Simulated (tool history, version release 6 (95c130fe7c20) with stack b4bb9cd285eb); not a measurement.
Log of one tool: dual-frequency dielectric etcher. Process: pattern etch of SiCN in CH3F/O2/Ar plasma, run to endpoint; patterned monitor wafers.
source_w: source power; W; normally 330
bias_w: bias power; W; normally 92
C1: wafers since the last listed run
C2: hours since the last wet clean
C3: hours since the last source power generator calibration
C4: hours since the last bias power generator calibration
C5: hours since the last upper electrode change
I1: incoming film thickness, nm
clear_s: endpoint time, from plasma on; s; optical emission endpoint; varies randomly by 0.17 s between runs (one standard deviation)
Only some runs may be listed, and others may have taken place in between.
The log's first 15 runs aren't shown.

run 16 hour=682.8 | source_w=310 bias_w=75 | C1=727 C2=249.1 C3=3286.2 C4=5119.1 C5=3382.4 | I1=9.59 | clear_s=27.2
run 17 hour=710.8 | source_w=330 bias_w=92 | C1=407 C2=277.1 C3=3314.2 C4=5147.1 C5=3410.4 | I1=9.58 | clear_s=24.7
run 18 hour=769.6 | source_w=330 bias_w=92 | C1=855 C2=335.9 C3=3373.0 C4=5205.9 C5=3469.2 | I1=9.68 | clear_s=24.8
run 19 hour=820.2 | source_w=330 bias_w=92 | C1=735 C2=386.5 C3=3423.6 C4=5256.5 C5=3519.8 | I1=9.68 | clear_s=24.9
run 20 hour=853.6 | source_w=330 bias_w=92 | C1=485 C2=419.9 C3=3457.0 C4=5289.9 C5=3553.2 | I1=9.55 | clear_s=24.8
-- hour=875.5 source power generator calibrated
-- hour=897.1 bias power generator calibrated
run 21 hour=908.2 | source_w=370 bias_w=92 | C1=677 C2=474.5 C3=32.7 C4=11.1 C5=3607.8 | I1=9.65 | clear_s=23.9
run 22 hour=972.4 | source_w=330 bias_w=92 | C1=933 C2=538.7 C3=96.9 C4=75.3 C5=3672.0 | I1=9.51 | clear_s=24.9
run 23 hour=1008.9 | source_w=310 bias_w=86 | C1=530 C2=575.2 C3=133.4 C4=111.8 C5=3708.5 | I1=9.64 | clear_s=26.3
run 24 hour=1058.4 | source_w=380 bias_w=80 | C1=719 C2=624.7 C3=182.9 C4=161.3 C5=3758.0 | I1=9.58 | clear_s=25.5
-- hour=1085.0 wet clean of the chamber
run 25 hour=1115.1 | source_w=290 bias_w=78 | C1=475 C2=30.1 C3=239.6 C4=218.0 C5=3814.7 | I1=9.70 | clear_s=27.4
-- hour=1147.4 upper electrode replaced
run 26 hour=1224.8 | source_w=300 bias_w=76 | C1=1246 C2=139.8 C3=349.3 C4=327.7 C5=77.4 | I1=9.58 | clear_s=27.6
run 27 hour=1254.0 | source_w=410 bias_w=92 | C1=424 C2=169.0 C3=378.5 C4=356.9 C5=106.6 | I1=9.69 | clear_s=22.9
run 28 hour=1278.8 | source_w=330 bias_w=76 | C1=360 C2=193.8 C3=403.3 C4=381.7 C5=131.4 | I1=9.64 | clear_s=26.9
run 29 hour=1331.0 | source_w=330 bias_w=79 | C1=759 C2=246.0 C3=455.5 C4=433.9 C5=183.6 | I1=9.60 | clear_s=26.4
run 30 hour=1392.2 | source_w=330 bias_w=92 | C1=890 C2=307.2 C3=516.7 C4=495.1 C5=244.8 | I1=9.57 | clear_s=24.7
run 31 hour=1439.3 | source_w=360 bias_w=110 | C1=685 C2=354.3 C3=563.8 C4=542.2 C5=291.9 | I1=9.66 | clear_s=22.4
run 32 hour=1476.1 | source_w=400 bias_w=76 | C1=535 C2=391.1 C3=600.6 C4=579.0 C5=328.7 | I1=9.55 | clear_s=25.1
run 33 hour=1509.4 | source_w=330 bias_w=92 | C1=484 C2=424.4 C3=633.9 C4=612.3 C5=362.0 | I1=9.66 | clear_s=25.1
run 34 hour=1563.2 | source_w=330 bias_w=108 | C1=782 C2=478.2 C3=687.7 C4=666.1 C5=415.8 | I1=9.58 | clear_s=23.7

Predict each of these 5 candidate next runs independently; none follows another, all start after run 34:
run A hour=1563.6 | source_w=330 bias_w=92 | C1=5 C2=478.6 C3=688.1 C4=666.5 C5=416.2 | I1=9.55 | clear_s=?
run B hour=1563.6 | source_w=330 bias_w=110 | C1=5 C2=478.6 C3=688.1 C4=666.5 C5=416.2 | I1=9.55 | clear_s=?
run C hour=1563.6 | source_w=270 bias_w=114 | C1=5 C2=478.6 C3=688.1 C4=666.5 C5=416.2 | I1=9.55 | clear_s=?
run D hour=1563.6 | source_w=410 bias_w=85 | C1=5 C2=478.6 C3=688.1 C4=666.5 C5=416.2 | I1=9.55 | clear_s=?
run E hour=1563.6 | source_w=380 bias_w=77 | C1=5 C2=478.6 C3=688.1 C4=666.5 C5=416.2 | I1=9.55 | clear_s=?

run=A clear_s=25.1
run=B clear_s=23.2
run=C clear_s=24.5
run=D clear_s=24.0
run=E clear_s=25.7
Stripped of hidden state, with their random variation kept, the same runs would have yielded:
run=A clear_s=24.2
run=B clear_s=22.5
run=C clear_s=23.7
run=D clear_s=23.2
run=E clear_s=24.8

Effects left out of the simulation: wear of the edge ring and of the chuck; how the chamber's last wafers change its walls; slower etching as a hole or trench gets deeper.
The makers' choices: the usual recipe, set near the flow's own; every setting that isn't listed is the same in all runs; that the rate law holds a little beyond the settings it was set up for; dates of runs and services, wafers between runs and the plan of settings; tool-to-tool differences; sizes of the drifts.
